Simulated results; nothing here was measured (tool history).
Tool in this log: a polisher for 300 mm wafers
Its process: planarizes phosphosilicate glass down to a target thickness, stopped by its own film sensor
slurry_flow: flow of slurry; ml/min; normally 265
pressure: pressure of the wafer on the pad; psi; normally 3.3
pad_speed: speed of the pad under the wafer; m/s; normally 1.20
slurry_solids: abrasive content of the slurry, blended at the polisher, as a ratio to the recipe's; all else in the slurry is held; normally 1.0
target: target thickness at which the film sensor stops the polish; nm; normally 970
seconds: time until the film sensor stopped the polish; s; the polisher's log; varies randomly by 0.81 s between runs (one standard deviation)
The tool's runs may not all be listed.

run   hour  slurry_flow  pressure  pad_speed  slurry_solids  target  wafers since the last listed run  wafers polished on this pad  hours since the slurry nozzle was cleaned  hours since the head pressure was calibrated  hours since the slurry blender was calibrated  hours since the conditioning disc was replaced  incoming thickness of the incoming film, nm  seconds
  1    0.0          265       4.2       1.20            1.0     970                                 0                          475                                      739.7                                           0.0                                          148.4                                            60.9                                       1750.6     56.6
  2   12.1          265       4.2       1.20            1.0     970                               116                          592                                      751.8                                          12.1                                          160.5                                            73.0                                       1770.7     58.2
  3   47.5          265       3.3       1.36            1.0     970                               340                          932                                      787.2                                          47.5                                          195.9                                           108.4                                       1758.7     66.5
      72.9  -- worn pad replaced by a new one
  4   77.0          265       3.3       1.36            1.0     970                               245                           39                                      816.7                                          77.0                                          225.4                                           137.9                                       1746.2     65.2
  5  107.9          330       3.3       1.20            1.0     970                               297                          336                                      847.6                                         107.9                                          256.3                                           168.8                                       1760.1     70.0
  6  122.9          330       3.3       1.20            1.0     970                               144                          480                                      862.6                                         122.9                                          271.3                                           183.8                                       1760.5     71.7
  7  140.0          330       3.3       1.20            1.0     970                               164                          645                                      879.7                                         140.0                                          288.4                                           200.9                                       1771.5     72.1
  8  155.5          265       3.3       1.20            1.0     970                               148                          794                                      895.2                                         155.5                                          303.9                                           216.4                                       1783.9     75.8
  9  172.4          265       3.3       1.20            1.0     970                               162                          956                                      912.1                                         172.4                                          320.8                                           233.3                                       1747.9     71.6
     195.3  -- worn pad replaced by a new one
 10  196.3          265       3.3       1.20            1.0     970                               191                            9                                      936.0                                         196.3                                          344.7                                           257.2                                       1801.5     78.5
     211.6  -- slurry blender recalibrated
     219.3  -- slurry nozzle cleaned
 11  219.8          265       4.4       1.20            1.0     970                               197                          206                                        0.5                                         219.8                                            8.2                                           280.7                                       1755.6     54.5
     234.5  -- conditioning disc replaced and pad reconditioned
 12  251.3          265       3.3       1.20            0.7     970                               283                          490                                       32.0                                         251.3                                           39.7                                            16.8                                       1750.5     85.4
     273.9  -- head pressure recalibrated
 13  285.7          205       3.3       1.34            0.8     812                               311                          801                                       66.4                                          11.8                                           74.1                                            51.2                                       1764.7     91.7
     305.8  -- worn pad replaced by a new one
 14  306.3          265       2.3       1.20            1.0     749                               159                            5                                       87.0                                          32.4                                           94.7                                            71.8                                       1760.1    137.0
 15  332.1          265       3.3       1.20            1.0     781                               247                          253                                      112.8                                          58.2                                          120.5                                            97.6                                       1774.6     91.4
 16  365.0          265       3.3       0.78            1.0    1225                               316                          569                                      145.7                                          91.1                                          153.4                                           130.5                                       1780.4     73.1
 17  422.2          185       2.7       1.54            1.0     970                               549                         1119                                      202.9                                         148.3                                          210.6                                           187.7                                       1776.4     78.3
     432.9  -- worn pad replaced by a new one
 18  436.3          265       4.2       1.20            1.0     970                                97                           32                                      217.0                                         162.4                                          224.7                                           201.8                                       1796.5     60.5
 19  463.7          340       3.3       1.20            1.0     970                               263                          295                                      244.4                                         189.8                                          252.1                                           229.2                                       1752.7     70.2
 20  481.1          265       3.3       1.20            1.0     970                               167                          463                                      261.8                                         207.2                                          269.5                                           246.6                                       1777.6     72.8

Exercise: give the hidden state of the tool at every run:
removal rate lost through wear of the pad, %: 0 across all the runs
slurry flow missing at the pad, %: 0 across all the runs
deviation of the head's pressure from its setpoint, %: 0 across all the runs
abrasive missing from the slurry, %: 0 across all the runs
time polished since the conditioner stopped cutting, s: 0 across all the runs
